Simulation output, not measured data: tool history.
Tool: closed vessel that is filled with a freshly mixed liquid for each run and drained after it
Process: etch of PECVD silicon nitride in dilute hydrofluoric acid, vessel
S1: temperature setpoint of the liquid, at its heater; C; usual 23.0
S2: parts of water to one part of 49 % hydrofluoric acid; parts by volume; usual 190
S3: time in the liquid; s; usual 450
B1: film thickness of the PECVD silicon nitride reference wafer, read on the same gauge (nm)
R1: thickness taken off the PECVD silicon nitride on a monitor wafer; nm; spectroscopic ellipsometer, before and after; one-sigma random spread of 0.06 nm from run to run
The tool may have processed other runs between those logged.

run	hour	S1	S2	S3	B1	R1
1	0.0	23.0	165	450	132.72	14.45
2	21.4	23.0	165	450	132.81	14.58
3	50.3	23.0	190	450	132.97	12.70
4	64.5	23.0	190	450	133.05	12.67
5	93.4	23.0	190	450	133.21	12.78
6	107.7	23.0	190	450	133.28	12.72
7	133.1	20.0	190	450	133.43	10.49
8	204.3	23.0	150	670	133.83	23.97
9	238.4	23.0	155	450	134.04	15.64
10	271.7	19.0	270	345	134.25	5.42
# hour 280.3: thermometer replaced
11	285.6	23.0	190	450	134.35	12.81
12	299.1	23.0	190	450	134.46	12.79
13	318.3	23.0	190	450	134.56	12.87
14	406.4	23.0	135	450	135.15	18.06
15	429.4	23.0	190	450	135.35	13.01
16	504.8	23.0	285	315	135.86	6.13
17	522.3	21.0	165	320	136.00	9.26
18	538.2	27.0	190	450	136.13	16.82
# hour 565.6: gauge calibrated
# hour 572.2: hydrofluoric acid flow meter replaced
19	572.7	20.0	270	685	129.46	10.98
20	604.0	23.0	190	450	129.45	12.43
21	628.4	22.0	190	450	129.46	11.62
22	662.9	23.0	285	450	129.46	8.28
23	693.1	19.0	190	720	129.50	15.23
24	722.2	27.0	160	525	129.51	22.05
25	751.3	26.0	155	225	129.53	9.22
26	764.8	23.0	190	335	129.56	9.24
27	800.1	23.0	150	240	129.60	8.39
28	830.3	25.0	190	450	129.62	14.11
29	858.5	23.0	190	450	129.64	12.35
30	880.8	27.5	190	375	129.70	13.65
31	896.3	19.5	125	450	129.70	14.91

Forecast each of these 5 alternatives for the next run:
A	897.1	23.0	190	450	?	?
B	897.1	25.5	235	200	?	?
C	897.1	19.5	270	625	?	?
D	897.1	23.0	135	285	?	?
E	897.1	23.0	190	185	?	?

run	B1	R1
A	129.71	12.39
B	129.71	5.22
C	129.71	9.75
D	129.71	10.99
E	129.71	5.09
What these runs would have given with no unlogged condition in the tool:
run	R1
A	12.42
B	5.23
C	9.77
D	11.01
E	5.10

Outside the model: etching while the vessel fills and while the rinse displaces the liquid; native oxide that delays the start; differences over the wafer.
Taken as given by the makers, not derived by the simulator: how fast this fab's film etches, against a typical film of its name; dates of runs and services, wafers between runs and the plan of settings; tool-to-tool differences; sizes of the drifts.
